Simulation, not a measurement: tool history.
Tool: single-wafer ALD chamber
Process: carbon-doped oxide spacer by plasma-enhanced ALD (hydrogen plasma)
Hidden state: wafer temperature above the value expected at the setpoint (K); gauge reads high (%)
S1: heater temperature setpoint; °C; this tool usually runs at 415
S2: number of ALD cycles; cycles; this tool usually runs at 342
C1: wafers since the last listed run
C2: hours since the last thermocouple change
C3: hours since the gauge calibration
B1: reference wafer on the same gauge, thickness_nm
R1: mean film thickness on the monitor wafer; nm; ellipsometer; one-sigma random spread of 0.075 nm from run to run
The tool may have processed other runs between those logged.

run 1 day=0.000 | S1=415 S2=342 | C1=0 C2=669.5 C3=369.6 | B1=18.998 | R1=16.767
run 2 day=1.354 | S1=415 S2=342 | C1=41 C2=702.0 C3=402.1 | B1=19.027 | R1=16.646
run 3 day=4.025 | S1=415 S2=373 | C1=81 C2=766.1 C3=466.2 | B1=19.058 | R1=18.081
run 4 day=6.254 | S1=415 S2=295 | C1=67 C2=819.6 C3=519.7 | B1=19.036 | R1=14.389
run 5 day=8.496 | S1=415 S2=342 | C1=68 C2=873.4 C3=573.5 | B1=19.064 | R1=16.772
run 6 day=10.475 | S1=415 S2=342 | C1=60 C2=920.9 C3=621.0 | B1=19.089 | R1=16.638
run 7 day=13.112 | S1=415 S2=342 | C1=80 C2=984.2 C3=684.3 | B1=19.105 | R1=16.741
run 8 day=15.842 | S1=415 S2=342 | C1=82 C2=1049.7 C3=749.8 | B1=19.131 | R1=16.769
run 9 day=18.208 | S1=415 S2=342 | C1=71 C2=1106.5 C3=806.6 | B1=19.130 | R1=16.654
run 10 day=21.200 | S1=415 S2=342 | C1=90 C2=1178.3 C3=878.4 | B1=19.160 | R1=16.826
run 11 day=23.496 | S1=415 S2=342 | C1=69 C2=1233.4 C3=933.5 | B1=19.153 | R1=16.906
run 12 day=25.967 | S1=415 S2=342 | C1=74 C2=1292.7 C3=992.8 | B1=19.125 | R1=16.823
run 13 day=27.038 | S1=415 S2=342 | C1=32 C2=1318.4 C3=1018.5 | B1=19.125 | R1=16.803
run 14 day=28.083 | S1=415 S2=356 | C1=31 C2=1343.5 C3=1043.6 | B1=19.125 | R1=17.470
run 15 day=29.696 | S1=415 S2=356 | C1=48 C2=1382.2 C3=1082.3 | B1=19.150 | R1=17.464
-- day=30.271 gauge calibrated
run 16 day=31.467 | S1=424 S2=342 | C1=53 C2=1424.7 C3=28.7 | B1=18.722 | R1=15.909
run 17 day=34.192 | S1=424 S2=342 | C1=82 C2=1490.1 C3=94.1 | B1=18.821 | R1=15.949
run 18 day=35.433 | S1=415 S2=342 | C1=37 C2=1519.9 C3=123.9 | B1=18.839 | R1=16.456
run 19 day=37.917 | S1=415 S2=342 | C1=75 C2=1579.5 C3=183.5 | B1=18.874 | R1=16.487
-- day=39.717 thermocouple changed; heater temperature recalibrated
run 20 day=39.738 | S1=415 S2=342 | C1=45 C2=0.5 C3=227.2 | B1=18.916 | R1=16.423
run 21 day=41.433 | S1=415 S2=342 | C1=51 C2=41.2 C3=267.9 | B1=18.933 | R1=16.529
run 22 day=42.612 | S1=415 S2=342 | C1=35 C2=69.5 C3=296.2 | B1=18.954 | R1=16.652
run 23 day=43.896 | S1=426 S2=279 | C1=38 C2=100.3 C3=327.0 | B1=18.932 | R1=13.039
run 24 day=44.950 | S1=404 S2=320 | C1=31 C2=125.6 C3=352.3 | B1=18.944 | R1=16.117
run 25 day=46.300 | S1=429 S2=309 | C1=40 C2=158.0 C3=384.7 | B1=18.937 | R1=14.236
run 26 day=48.358 | S1=415 S2=342 | C1=62 C2=207.4 C3=434.1 | B1=18.975 | R1=16.694
run 27 day=49.858 | S1=415 S2=342 | C1=45 C2=243.4 C3=470.1 | B1=19.033 | R1=16.497
run 28 day=50.921 | S1=423 S2=342 | C1=32 C2=268.9 C3=495.6 | B1=19.020 | R1=16.260
run 29 day=51.938 | S1=402 S2=279 | C1=30 C2=293.3 C3=520.0 | B1=19.034 | R1=14.194
run 30 day=53.762 | S1=426 S2=364 | C1=55 C2=337.1 C3=563.8 | B1=19.013 | R1=17.161
run 31 day=56.671 | S1=428 S2=322 | C1=88 C2=406.9 C3=633.6 | B1=19.015 | R1=15.162
run 32 day=58.438 | S1=415 S2=342 | C1=53 C2=449.3 C3=676.0 | B1=19.100 | R1=16.643
run 33 day=60.488 | S1=415 S2=342 | C1=62 C2=498.5 C3=725.2 | B1=19.019 | R1=16.701
run 34 day=61.900 | S1=407 S2=383 | C1=42 C2=532.4 C3=759.1 | B1=19.085 | R1=19.246
run 35 day=64.733 | S1=428 S2=402 | C1=85 C2=600.4 C3=827.1 | B1=19.099 | R1=18.864
run 36 day=67.208 | S1=415 S2=342 | C1=75 C2=659.8 C3=886.5 | B1=19.094 | R1=16.674
run 37 day=69.033 | S1=415 S2=342 | C1=55 C2=703.6 C3=930.3 | B1=19.114 | R1=16.793
run 38 day=71.871 | S1=410 S2=365 | C1=86 C2=771.7 C3=998.4 | B1=19.142 | R1=18.139
run 39 day=74.662 | S1=415 S2=342 | C1=84 C2=838.7 C3=1065.4 | B1=19.137 | R1=16.789
run 40 day=76.888 | S1=424 S2=342 | C1=67 C2=892.1 C3=1118.8 | B1=19.088 | R1=16.220
run 41 day=78.021 | S1=415 S2=381 | C1=34 C2=919.3 C3=1146.0 | B1=19.097 | R1=18.651
run 42 day=80.121 | S1=415 S2=342 | C1=63 C2=969.7 C3=1196.4 | B1=19.130 | R1=16.790
run 43 day=81.162 | S1=415 S2=356 | C1=31 C2=994.7 C3=1221.4 | B1=19.144 | R1=17.502
-- day=81.208 gauge calibrated
run 44 day=82.779 | S1=411 S2=342 | C1=49 C2=1033.5 C3=37.7 | B1=18.852 | R1=16.613
run 45 day=83.838 | S1=410 S2=342 | C1=32 C2=1058.9 C3=63.1 | B1=18.842 | R1=16.811

Consider 5 possible next runs. They are alternatives, not a sequence: every one starts from the tool as it was left by run 45. What does each give?
run A day=83.875 | S1=415 S2=342 | C1=1 C2=1059.8 C3=64.0 | B1=? | R1=?
run B day=83.875 | S1=415 S2=384 | C1=1 C2=1059.8 C3=64.0 | B1=? | R1=?
run C day=83.875 | S1=415 S2=369 | C1=1 C2=1059.8 C3=64.0 | B1=? | R1=?
run D day=83.875 | S1=402 S2=388 | C1=1 C2=1059.8 C3=64.0 | B1=? | R1=?
run E day=83.875 | S1=403 S2=381 | C1=1 C2=1059.8 C3=64.0 | B1=? | R1=?

run=A B1=18.886 R1=16.495
run=B B1=18.886 R1=18.521
run=C B1=18.886 R1=17.798
run=D B1=18.886 R1=19.527
run=E B1=18.886 R1=19.113
The same runs, with their run-to-run variation unchanged, on a tool lacking any hidden condition would have given:
run=A R1=16.435
run=B R1=18.453
run=C R1=17.732
run=D R1=19.455
run=E R1=19.043
